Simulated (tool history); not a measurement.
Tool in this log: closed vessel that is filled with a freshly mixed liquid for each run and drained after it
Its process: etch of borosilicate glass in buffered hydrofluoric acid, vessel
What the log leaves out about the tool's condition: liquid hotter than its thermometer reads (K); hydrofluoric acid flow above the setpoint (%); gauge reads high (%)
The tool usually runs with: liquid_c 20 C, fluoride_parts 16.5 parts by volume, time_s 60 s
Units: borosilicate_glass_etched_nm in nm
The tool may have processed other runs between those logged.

| run | hour | liquid_c | fluoride_parts | time_s | wafers since the last listed run | hours since the thermometer was replaced | hours since the hydrofluoric acid flow meter was replaced | hours since the gauge calibration | read-back film thickness of the borosilicate glass reference wafer, read on the same gauge (nm) | borosilicate_glass_etched_nm |
|---|---|---|---|---|---|---|---|---|---|---|
| 1 | 0 | 18 | 20 | 60 | 0 | 1543.9 | 1843.5 | 165.7 | 150.01 | 30.04 |
| 2 | 15.6 | 20 | 16.5 | 50 | 956 | 1559.5 | 1859.1 | 181.3 | 150.01 | 33.66 |
| 3 | 49.6 | 20 | 16.5 | 60 | 2084 | 1593.5 | 1893.1 | 215.3 | 149.99 | 40.58 |
| 4 | 74.1 | 20 | 16.5 | 60 | 1501 | 1618 | 1917.6 | 239.8 | 150 | 40.58 |
| 5 | 90.4 | 20 | 16.5 | 60 | 999 | 1634.3 | 1933.9 | 256.1 | 150 | 40.94 |
| 6 | 162.2 | 20 | 16.5 | 60 | 4401 | 1706.1 | 2005.7 | 327.9 | 149.99 | 40.67 |
| 7 | 188.5 | 20 | 16.5 | 60 | 1612 | 1732.4 | 2032 | 354.2 | 149.98 | 40.61 |
|  | 212.2 | gauge calibrated |
| 8 | 217.6 | 20 | 18 | 70 | 1783 | 1761.5 | 2061.1 | 5.4 | 150.01 | 43.6 |
| 9 | 251.1 | 20 | 16.5 | 35 | 2053 | 1795 | 2094.6 | 38.9 | 150.03 | 23.86 |
| 10 | 275.1 | 20 | 16.5 | 35 | 1471 | 1819 | 2118.6 | 62.9 | 149.98 | 23.63 |
| 11 | 293.6 | 20 | 11.5 | 60 | 1133 | 1837.5 | 2137.1 | 81.4 | 149.97 | 58.74 |
| 12 | 321 | 20 | 16.5 | 80 | 1679 | 1864.9 | 2164.5 | 108.8 | 150 | 54.26 |
| 13 | 354.8 | 20 | 20.5 | 60 | 2071 | 1898.7 | 2198.3 | 142.6 | 150 | 33.16 |
| 14 | 366.9 | 20 | 16.5 | 60 | 741 | 1910.8 | 2210.4 | 154.7 | 150.01 | 40.74 |
|  | 386.3 | thermometer replaced |
| 15 | 392 | 17 | 13 | 50 | 1477 | 5.7 | 2235.5 | 179.8 | 149.98 | 36.98 |
|  | 410.9 | hydrofluoric acid flow meter replaced |
| 16 | 412.3 | 22 | 16.5 | 75 | 1183 | 26 | 1.4 | 200.1 | 149.98 | 51.71 |
| 17 | 438.6 | 20 | 16.5 | 60 | 1612 | 52.3 | 27.7 | 226.4 | 150 | 37.2 |
| 18 | 459 | 20 | 15 | 60 | 1250 | 72.7 | 48.1 | 246.8 | 149.98 | 40.88 |
| 19 | 487.6 | 22.5 | 16.5 | 90 | 1753 | 101.3 | 76.7 | 275.4 | 150.01 | 64.55 |
| 20 | 515.5 | 20 | 16.5 | 60 | 1710 | 129.2 | 104.6 | 303.3 | 150.01 | 37.26 |
| 21 | 537.3 | 20 | 16.5 | 60 | 1336 | 151 | 126.4 | 325.1 | 149.98 | 37.5 |

Forecast each of these 5 alternatives for the next run:
| A | 538 | 22.5 | 16.5 | 60 | 42 | 151.7 | 127.1 | 325.8 | ? | ? |
| B | 538 | 21.5 | 16.5 | 60 | 42 | 151.7 | 127.1 | 325.8 | ? | ? |
| C | 538 | 18 | 19 | 30 | 42 | 151.7 | 127.1 | 325.8 | ? | ? |
| D | 538 | 20 | 20 | 85 | 42 | 151.7 | 127.1 | 325.8 | ? | ? |
| E | 538 | 20 | 21.5 | 90 | 42 | 151.7 | 127.1 | 325.8 | ? | ? |

| run | read-back film thickness of the borosilicate glass reference wafer, read on the same gauge (nm) | borosilicate_glass_etched_nm |
|---|---|---|
| A | 149.99 | 42.76 |
| B | 149.99 | 40.5 |
| C | 149.99 | 14.51 |
| D | 149.99 | 43.65 |
| E | 149.99 | 43.67 |
What these runs would have given with no unlogged condition in the tool:
| run | borosilicate_glass_etched_nm |
|---|---|
| A | 41.85 |
| B | 39.63 |
| C | 14.2 |
| D | 42.72 |
| E | 43.02 |
